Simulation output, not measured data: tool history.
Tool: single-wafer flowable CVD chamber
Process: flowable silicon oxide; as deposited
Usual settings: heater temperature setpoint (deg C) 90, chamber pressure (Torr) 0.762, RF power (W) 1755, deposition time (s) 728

run,hour,heater temperature setpoint (deg C),chamber pressure (Torr),RF power (W),deposition time (s),wafers since the last listed run,hours since the last thermocouple change,hours since the last RF generator calibration,hours since the last manometer calibration,hours since the showerhead was replaced,hours since the gauge calibration,"read-back reference wafer on the same gauge, thickness_nm",mean film thickness on the monitor wafer (angstrom)
1,0,90,0.762,1755,728,0,1824.6,1928.6,1346.5,6209.6,422.6,684.936,7074.33
2,20.4,90,0.762,1755,728,69,1845,1949,1366.9,6230,443,684.815,7103.14
3,32.8,98,0.762,1755,728,41,1857.4,1961.4,1379.3,6242.4,455.4,685.007,5373.58
4,59.6,98,0.762,1755,728,90,1884.2,1988.2,1406.1,6269.2,482.2,684.64,5368.74
5,86.7,90,0.762,1755,728,91,1911.3,2015.3,1433.2,6296.3,509.3,685.192,7089.91
6,111.7,90,0.762,1755,728,84,1936.3,2040.3,1458.2,6321.3,534.3,684.355,7090.45
7,146.9,90,0.762,1755,728,119,1971.5,2075.5,1493.4,6356.5,569.5,684.372,7104.59
8,178.1,90,0.762,1755,728,105,2002.7,2106.7,1524.6,6387.7,600.7,685.367,7094.06
9,190.9,90,0.762,1755,728,43,2015.5,2119.5,1537.4,6400.5,613.5,684.895,7082.04
# hour 218.6: capacitance manometer re-zeroed and calibrated
10,219.1,90,0.762,1755,728,68,2043.7,2147.7,0.5,6428.7,641.7,685.15,7118.75
11,233.3,90,0.762,1755,728,48,2057.9,2161.9,14.7,6442.9,655.9,684.728,7092.68
# hour 237.9: gauge calibrated
12,255.7,90,0.762,1755,728,75,2080.3,2184.3,37.1,6465.3,17.8,684.62,7056.19
# hour 269: RF generator calibrated
13,282.5,90,0.818,1755,642,63,2107.1,13.5,63.9,6492.1,44.6,684.824,6708.23
# hour 313.6: thermocouple changed; heater temperature recalibrated
14,314.1,90,0.762,1755,728,79,0.5,45.1,95.5,6523.7,76.2,684.653,6606.85
15,325.3,90,0.762,1755,685,37,11.7,56.3,106.7,6534.9,87.4,685.494,6250.92
16,355.2,90,0.612,1985,728,101,41.6,86.2,136.6,6564.8,117.3,684.837,5510.93
17,379.7,96,0.903,1445,846,82,66.1,110.7,161.1,6589.3,141.8,685.274,6928.52
# hour 392.2: showerhead replaced
18,392.6,90,0.762,1755,685,16,79,123.6,174,0.4,154.7,684.649,6316.33
19,406.9,90,0.661,2010,728,48,93.3,137.9,188.3,14.7,169,684.771,6019.39
20,430.5,77,0.702,1895,622,79,116.9,161.5,211.9,38.3,192.6,685.68,8020.7
21,447.6,90,0.762,1755,728,57,134,178.6,229,55.4,209.7,684.279,6767.92
22,468.9,86,0.923,1650,728,72,155.3,199.9,250.3,76.7,231,685.354,9110.44
23,488.6,90,0.762,1755,728,66,175,219.6,270,96.4,250.7,685.284,6749.13
24,511.4,90,0.762,1755,728,77,197.8,242.4,292.8,119.2,273.5,684.351,6800.2
25,531.2,90,0.879,1755,728,66,217.6,262.2,312.6,139,293.3,684.68,7830.78
26,562.5,82,0.762,1975,668,105,248.9,293.5,343.9,170.3,324.6,684.382,8346.9
27,579.2,90,0.661,2010,728,56,265.6,310.2,360.6,187,341.3,684.543,6122.94
28,592.8,90,0.762,1960,728,46,279.2,323.8,374.2,200.6,354.9,685.391,7066.45
29,605.5,83,0.616,1525,828,42,291.9,336.5,386.9,213.3,367.6,684.871,7490.92

3 ways to go on from here, each from the tool as it stands after run 29. What would each give?
A,606.1,90,0.762,1755,777,2,292.5,337.1,387.5,213.9,368.2,?,?
B,606.1,94,0.936,1755,728,2,292.5,337.1,387.5,213.9,368.2,?,?
C,606.1,90,0.762,1755,680,2,292.5,337.1,387.5,213.9,368.2,?,?

run,"read-back reference wafer on the same gauge, thickness_nm",mean film thickness on the monitor wafer (angstrom)
A,684.992,7295.23
B,684.992,7319.63
C,684.992,6384.5
Without the tool's hidden state the same runs would have given:
run,mean film thickness on the monitor wafer (angstrom)
A,6932.63
B,6905.15
C,6067.17
